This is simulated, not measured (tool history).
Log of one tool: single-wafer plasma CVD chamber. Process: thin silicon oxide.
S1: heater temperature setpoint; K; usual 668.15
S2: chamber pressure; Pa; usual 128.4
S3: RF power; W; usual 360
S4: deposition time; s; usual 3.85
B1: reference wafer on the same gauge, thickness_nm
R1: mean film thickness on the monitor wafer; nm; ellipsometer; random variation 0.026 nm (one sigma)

Run 1, hour 0.0: usual settings; B1 7.748. Result: R1 9.341 nm.
Run 2, hour 31.7: usual settings but S4 3.49 s; B1 7.751. Result: R1 8.478 nm.
Run 3, hour 64.2: usual settings but S4 3.49 s; B1 7.750. Result: R1 8.445 nm.
Run 4, hour 94.7: usual settings but S4 3.49 s; B1 7.755. Result: R1 8.437 nm.
Run 5, hour 116.5: usual settings but S4 3.50 s; B1 7.756. Result: R1 8.507 nm.
At hour 144.0: capacitance manometer re-zeroed and calibrated.
Run 6, hour 145.3: usual settings but S4 3.50 s; B1 7.756. Result: R1 8.657 nm.
At hour 179.6: RF generator calibrated.
Run 7, hour 180.1: usual settings but S1 662.15 K; B1 7.743. Result: R1 9.605 nm.
Run 8, hour 199.6: usual settings but S4 3.47 s; B1 7.752. Result: R1 8.621 nm.
Run 9, hour 225.8: usual settings; B1 7.750. Result: R1 9.545 nm.
At hour 248.3: capacitance manometer re-zeroed and calibrated, repeated, since the last time left the tool worse.
Run 10, hour 248.8: usual settings; B1 7.749. Result: R1 9.056 nm.
Run 11, hour 255.1: usual settings; B1 7.752. Result: R1 8.999 nm.
Run 12, hour 280.7: usual settings; B1 7.753. Result: R1 9.041 nm.
At hour 295.0: thermocouple changed; heater temperature recalibrated.
Run 13, hour 303.2: usual settings but S4 3.31 s; B1 7.750. Result: R1 7.755 nm.
Run 14, hour 337.6: usual settings but S1 657.15 K, S2 106.3 Pa, S3 335 W, S4 4.22 s; B1 7.745. Result: R1 8.524 nm.
Run 15, hour 392.1: usual settings but S4 4.19 s; B1 7.752. Result: R1 9.807 nm.
Run 16, hour 415.6: usual settings but S1 654.15 K, S2 114.9 Pa, S3 325 W, S4 4.25 s; B1 7.754. Result: R1 8.985 nm.
At hour 428.6: gauge calibrated.
Run 17, hour 435.3: usual settings but S1 679.15 K, S3 310 W, S4 3.63 s; B1 7.757. Result: R1 7.950 nm.
Run 18, hour 471.2: usual settings but S1 679.15 K, S3 310 W, S4 3.63 s; B1 7.755. Result: R1 7.949 nm.
Run 19, hour 493.1: usual settings; B1 7.754. Result: R1 9.035 nm.
At hour 527.5: showerhead replaced.
Run 20, hour 528.0: usual settings but S1 655.15 K, S3 315 W; B1 7.753. Result: R1 8.706 nm.
Run 21, hour 535.5: usual settings but S1 655.15 K, S3 335 W; B1 7.745. Result: R1 8.891 nm.
Run 22, hour 557.3: usual settings but S1 675.15 K, S2 149.1 Pa, S4 3.25 s; B1 7.755. Result: R1 8.256 nm.
Run 23, hour 586.6: usual settings but S1 661.15 K, S2 158.3 Pa, S4 4.19 s; B1 7.747. Result: R1 11.109 nm.
Run 24, hour 604.8: usual settings but S1 673.15 K, S3 380 W; B1 7.747. Result: R1 9.193 nm.
Run 25, hour 633.2: usual settings; B1 7.757. Result: R1 9.060 nm.
Run 26, hour 661.2: usual settings but S2 112.7 Pa; B1 7.748. Result: R1 8.331 nm.
Run 27, hour 686.7: usual settings but S1 653.15 K, S2 142.4 Pa, S3 425 W, S4 3.15 s; B1 7.752. Result: R1 8.418 nm.
Run 28, hour 722.2: usual settings but S1 679.15 K, S4 3.36 s; B1 7.743. Result: R1 7.862 nm.

Forecast each of these 5 alternatives for the next run:
Run A, hour 722.6: usual settings but S4 4.55 s; B1 ?. Result: R1 ?.
Run B, hour 722.6: usual settings but S1 675.15 K, S2 97.6 Pa, S3 415 W, S4 4.07 s; B1 ?. Result: R1 ?.
Run C, hour 722.6: usual settings but S2 100.3 Pa; B1 ?. Result: R1 ?.
Run D, hour 722.6: usual settings but S1 681.15 K, S4 4.38 s; B1 ?. Result: R1 ?.
Run E, hour 722.6: usual settings but S1 655.15 K, S2 107.1 Pa, S3 295 W, S4 4.34 s; B1 ?. Result: R1 ?.

run     B1      R1
  A  7.746  10.680
  B  7.746   8.278
  C  7.746   7.633
  D  7.746  10.182
  E  7.746   8.421
Without the tool's hidden state the same runs would have given:
run      R1
  A  10.648
  B   8.250
  C   7.607
  D  10.152
  E   8.395
